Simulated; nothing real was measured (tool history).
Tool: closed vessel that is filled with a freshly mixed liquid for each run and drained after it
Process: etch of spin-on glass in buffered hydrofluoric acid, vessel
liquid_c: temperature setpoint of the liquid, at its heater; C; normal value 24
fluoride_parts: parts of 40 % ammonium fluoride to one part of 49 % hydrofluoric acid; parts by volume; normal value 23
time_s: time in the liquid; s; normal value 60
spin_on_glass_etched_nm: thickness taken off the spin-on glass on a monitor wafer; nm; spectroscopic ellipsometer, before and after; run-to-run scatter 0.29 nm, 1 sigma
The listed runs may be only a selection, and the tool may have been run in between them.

run,day,liquid_c,fluoride_parts,time_s,"read-back film thickness of the spin-on glass reference wafer, read on the same gauge (nm)",spin_on_glass_etched_nm
1,0,24,23,60,59.99,66.37
2,0.971,24,23,60,60.02,66.07
3,2.317,24,23,60,60,66.07
# day 3.354: gauge calibrated
4,3.383,24,23,60,60,66.53
5,4.225,24,23,60,59.98,65.64
6,5.588,24,23,60,60,65.67
7,6.317,24,23,60,59.99,65.8
8,6.867,24,23,60,59.98,65.58
9,7.712,24,23,60,59.99,65.62
10,9.021,24,23,60,59.99,64.95
11,10.412,27.5,30,90,60,95.02
12,11.212,28,25.5,35,60.02,43.64
13,12.288,24,27.5,60,60.01,57.08
# day 12.688: hydrofluoric acid flow meter replaced
# day 12.883: gauge calibrated
# day 13.05: thermometer replaced
14,13.096,19.5,28.5,80,59.99,61.57
15,14.025,24,15,60,60,99.64
16,15.35,22,30,60,60.03,50.86
17,16.088,22.5,23,60,59.99,62.66
18,16.738,24,23,60,60,68.15
19,17.25,24,23,60,60,68.5
20,18.596,19.5,23,60,60,53.03

Some steps in spin_on_glass_etched_nm, run to run, broken into two amounts with sign: the step expected even without the hidden condition (settings, incoming material, random variation), and the rest, left for the hidden condition together with whatever gauge scatter is not in both the measured and the hidden-condition-free result:
Hidden state at play: liquid colder than its thermometer reads (K); hydrofluoric acid flow below the setpoint (%); gauge reads high (%).
Run 10 -> 11: liquid_c 24 -> 27.5, fluoride_parts 23 -> 30, time_s 60 -> 90. spin_on_glass_etched_nm +30.07 nm: hidden state -5.11, all else +35.18.
Run 11 -> 12: liquid_c 27.5 -> 28, fluoride_parts 30 -> 25.5, time_s 90 -> 35. spin_on_glass_etched_nm -51.38 nm: hidden state +6.27, all else -57.65.
Run 15 -> 16: liquid_c 24 -> 22, fluoride_parts 15 -> 30. spin_on_glass_etched_nm -48.78 nm: hidden state +0.62, all else -49.4.
